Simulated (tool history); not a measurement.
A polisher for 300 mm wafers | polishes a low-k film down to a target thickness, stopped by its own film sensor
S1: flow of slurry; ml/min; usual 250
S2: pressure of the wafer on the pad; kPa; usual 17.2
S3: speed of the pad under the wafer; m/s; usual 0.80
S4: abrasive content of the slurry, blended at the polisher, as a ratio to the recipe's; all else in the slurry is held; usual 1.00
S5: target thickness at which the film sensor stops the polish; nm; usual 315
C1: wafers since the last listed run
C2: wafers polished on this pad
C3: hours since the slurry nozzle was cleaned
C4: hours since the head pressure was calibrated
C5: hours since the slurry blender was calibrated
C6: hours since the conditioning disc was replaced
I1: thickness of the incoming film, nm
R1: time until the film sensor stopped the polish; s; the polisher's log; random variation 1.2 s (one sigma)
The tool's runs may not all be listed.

run,hour,S1,S2,S3,S4,S5,C1,C2,C3,C4,C5,C6,I1,R1
1,0.0,250,17.2,0.80,1.00,315,0,251,177.2,829.8,212.5,120.3,349.4,91.6
2,15.4,250,17.2,0.80,1.00,315,166,418,192.6,845.2,227.9,135.7,347.9,86.2
3,27.4,250,17.2,0.80,1.00,315,130,548,204.6,857.2,239.9,147.7,350.1,93.7
# hour 40.0: conditioning disc replaced and pad reconditioned
4,48.9,250,17.2,0.80,1.00,315,211,760,226.1,878.7,261.4,8.9,353.5,105.5
# hour 62.3: slurry nozzle cleaned
# hour 74.6: worn pad replaced by a new one
5,75.1,250,17.2,0.80,1.00,315,229,5,12.8,904.9,287.6,35.1,348.7,89.7
6,100.4,250,17.2,0.80,1.00,315,274,280,38.1,930.2,312.9,60.4,347.9,85.7
7,128.9,250,17.2,0.80,1.00,315,308,589,66.6,958.7,341.4,88.9,343.9,76.6
# hour 139.2: head pressure recalibrated
8,146.5,250,17.2,0.80,1.00,315,169,758,84.2,7.3,359.0,106.5,351.5,101.7
9,159.7,250,22.1,0.80,1.00,315,143,901,97.4,20.5,372.2,119.7,347.1,70.0
# hour 169.1: worn pad replaced by a new one
10,179.0,220,17.2,0.80,1.25,315,165,107,116.7,39.8,391.5,139.0,352.7,90.2
# hour 210.8: conditioning disc replaced and pad reconditioned
11,213.7,250,17.2,0.90,1.00,315,354,461,151.4,74.5,426.2,2.9,345.0,76.3
# hour 258.7: worn pad replaced by a new one
# hour 273.1: slurry blender recalibrated
# hour 293.6: slurry nozzle cleaned
12,314.6,195,20.0,0.80,0.75,315,1017,572,21.0,175.4,41.5,103.8,346.9,101.7
# hour 346.2: conditioning disc replaced and pad reconditioned
13,349.6,250,22.1,0.80,1.00,315,357,930,56.0,210.4,76.5,3.4,350.9,77.9
# hour 362.4: worn pad replaced by a new one
14,374.4,190,17.2,0.80,1.00,315,225,130,80.8,235.2,101.3,28.2,351.6,97.4
15,398.4,290,17.2,0.80,1.00,315,260,390,104.8,259.2,125.3,52.2,353.0,98.8
16,434.3,250,17.2,0.92,1.15,315,389,779,140.7,295.1,161.2,88.1,350.5,84.1

What the log doesn't show, run by run:
slurry flow missing at the pad, %: 0 in every run
deviation of the head's pressure from its setpoint, %: 0 in every run
abrasive missing from the slurry, %: 0 in every run
time polished since the conditioner stopped cutting, s: 0 in every run
H1: removal rate lost through wear of the pad, %
run,H1
1,0.43
2,1.14
3,1.94
4,3.9
5,0.658
6,1.15
7,2.86
8,4.51
9,6.05
10,0.472
11,1.88
12,3.79
13,7.61
14,0.221
15,1.08
16,3.97
